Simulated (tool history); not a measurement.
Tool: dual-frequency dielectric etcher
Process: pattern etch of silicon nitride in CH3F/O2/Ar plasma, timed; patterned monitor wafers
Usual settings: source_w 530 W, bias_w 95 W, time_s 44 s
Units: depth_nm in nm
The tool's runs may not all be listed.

run     day  source_w  bias_w  time_s  wafers since the last listed run  hours since the last wet clean  hours since the last source power generator calibration  hours since the last bias power generator calibration  hours since the last upper electrode change  hours since the gauge calibration  read-back reference wafer on the same gauge, depth_nm  depth_nm
  1       0       530      83      40                                 0                           199.2                                                     2997                                                 3974.6                                       3044.4                              288.4                                                  28.48     30.66
  2   1.317       530      83      40                               462                           230.8                                                   3028.6                                                 4006.2                                         3076                                320                                                  28.51     30.64
  3   1.967       590      95      44                               228                           246.4                                                   3044.2                                                 4021.8                                       3091.6                              335.6                                                  28.51      36.4
      2.167  -- gauge calibrated
  4   2.988       590      95      44                               358                           270.9                                                   3068.7                                                 4046.3                                       3116.1                               19.7                                                  28.49     36.76
  5   3.588       530      95      44                               210                           285.3                                                   3083.1                                                 4060.7                                       3130.5                               34.1                                                   28.5     34.84
  6   5.021       530      77      44                               503                           319.7                                                   3117.5                                                 4095.1                                       3164.9                               68.5                                                  28.51     32.93
  7   9.446       530      77      44                              1555                           425.9                                                   3223.7                                                 4201.3                                       3271.1                              174.7                                                  28.48     32.64
  8  10.554       530      77      44                               389                           452.5                                                   3250.3                                                 4227.9                                       3297.7                              201.3                                                  28.55     32.38
  9  11.546       530      95      44                               348                           476.3                                                   3274.1                                                 4251.7                                       3321.5                              225.1                                                   28.5     34.33
     12.433  -- bias power generator calibrated
 10  12.971       530      86    52.5                               442                           510.5                                                   3308.3                                                   12.9                                       3355.7                              259.3                                                  28.53      40.1
     13.658  -- source power generator calibrated
 11  13.679       480      78      33                               190                           527.5                                                      0.5                                                   29.9                                       3372.7                              276.3                                                   28.5     23.37
      14.15  -- gauge calibrated
     14.812  -- wet clean of the chamber
 12  14.833       530      77      44                                54                             0.5                                                     28.2                                                   57.6                                       3400.4                               16.4                                                  28.51     33.23
     15.983  -- upper electrode replaced
 13  16.004       530      74      44                                60                            28.6                                                     56.3                                                   85.7                                          0.5                               44.5                                                  28.51     32.96
 14  16.625       420     115      34                               218                            43.5                                                     71.2                                                  100.6                                         15.4                               59.4                                                   28.5     26.35
 15   18.05       530      95      44                               500                            77.7                                                    105.4                                                  134.8                                         49.6                               93.6                                                  28.48     35.34
 16  19.367       530     108    49.5                               462                           109.3                                                      137                                                  166.4                                         81.2                              125.2                                                  28.51     41.07
 17  20.442       530      85    48.5                               377                           135.1                                                    162.8                                                  192.2                                          107                                151                                                  28.51     37.33
 18  21.304       530      95      44                               303                           155.8                                                    183.5                                                  212.9                                        127.7                              171.7                                                  28.49     35.06

Forecast each of these 5 alternatives for the next run:
  A  21.321       530      95      44                                 5                           156.2                                                    183.9                                                  213.3                                        128.1                              172.1                                                      ?         ?
  B  21.321       620     106      44                                 5                           156.2                                                    183.9                                                  213.3                                        128.1                              172.1                                                      ?         ?
  C  21.321       530     110    48.5                                 5                           156.2                                                    183.9                                                  213.3                                        128.1                              172.1                                                      ?         ?
  D  21.321       530     102      44                                 5                           156.2                                                    183.9                                                  213.3                                        128.1                              172.1                                                      ?         ?
  E  21.321       650     102    52.5                                 5                           156.2                                                    183.9                                                  213.3                                        128.1                              172.1                                                      ?         ?

run  read-back reference wafer on the same gauge, depth_nm  depth_nm
  A                                                   28.5     34.94
  B                                                   28.5     38.51
  C                                                   28.5     40.29
  D                                                   28.5      35.7
  E                                                   28.5     46.28
Without the tool's hidden state the same runs would have given:
run  depth_nm
  A     35.44
  B     39.06
  C     40.87
  D     36.22
  E     46.95
